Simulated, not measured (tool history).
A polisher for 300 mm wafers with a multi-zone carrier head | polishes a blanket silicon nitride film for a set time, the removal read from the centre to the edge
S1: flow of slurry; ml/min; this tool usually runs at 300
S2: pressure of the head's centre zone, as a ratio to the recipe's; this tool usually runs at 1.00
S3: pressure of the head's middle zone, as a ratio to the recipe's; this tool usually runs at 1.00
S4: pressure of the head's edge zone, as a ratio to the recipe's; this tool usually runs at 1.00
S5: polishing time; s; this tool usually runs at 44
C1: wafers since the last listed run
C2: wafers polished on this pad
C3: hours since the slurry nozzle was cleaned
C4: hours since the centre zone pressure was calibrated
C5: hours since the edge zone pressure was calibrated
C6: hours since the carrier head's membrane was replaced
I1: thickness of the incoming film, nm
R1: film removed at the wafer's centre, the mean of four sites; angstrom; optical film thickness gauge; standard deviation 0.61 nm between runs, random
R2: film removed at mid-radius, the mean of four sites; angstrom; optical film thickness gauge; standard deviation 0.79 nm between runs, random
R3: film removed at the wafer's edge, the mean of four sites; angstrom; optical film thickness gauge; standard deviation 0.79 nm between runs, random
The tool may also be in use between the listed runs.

run	hour	S1	S2	S3	S4	S5	C1	C2	C3	C4	C5	C6	I1	R1	R2	R3
1	0.0	300	1.00	1.06	1.00	38	0	303	318.9	385.9	23.2	1240.8	921.0	698	780	735
2	7.5	300	0.94	1.00	1.00	44	62	365	326.4	393.4	30.7	1248.3	916.9	788	878	829
3	21.6	300	0.94	1.00	1.00	44	117	483	340.5	407.5	44.8	1262.4	914.4	782	870	855
4	35.7	300	1.00	1.00	1.00	44	117	600	354.6	421.6	58.9	1276.5	900.2	812	861	847
5	48.3	300	1.00	1.00	1.00	44	105	705	367.2	434.2	71.5	1289.1	892.1	814	858	839
6	57.8	300	1.06	1.12	0.97	44	79	785	376.7	443.7	81.0	1298.6	919.3	828	937	845
# hour 72.4: worn pad replaced by a new one
7	73.3	300	1.00	1.00	1.00	31	95	7	392.2	459.2	96.5	1314.1	906.5	564	613	590
8	83.4	300	1.11	1.00	1.00	29	84	91	402.3	469.3	106.6	1324.2	922.4	564	576	550
9	93.8	400	1.00	1.00	1.12	39	86	178	412.7	479.7	117.0	1334.6	906.0	730	786	795
# hour 97.5: centre zone pressure recalibrated
10	108.9	360	1.00	1.00	1.00	53	109	287	427.8	11.4	132.1	1349.7	907.9	1054	1067	1023
11	118.8	255	1.06	1.00	1.12	38	82	370	437.7	21.3	142.0	1359.6	904.4	747	732	757
# hour 122.4: slurry nozzle cleaned
12	126.8	300	0.93	1.00	1.00	44	58	428	4.4	29.3	150.0	1367.6	906.3	822	875	839
13	141.8	300	1.00	1.11	0.96	44	125	553	19.4	44.3	165.0	1382.6	912.1	844	942	814

Predict the results of run 14:
14	150.5	250	1.00	1.12	1.04	44	72	625	28.1	53.0	173.7	1391.3	917.5	?	?	?

R1: 831 angstrom
R2: 933 angstrom
R3: 851 angstrom
With no hidden state in the tool, this same run would have given R1 845 angstrom, R2 933 angstrom, R3 851 angstrom.
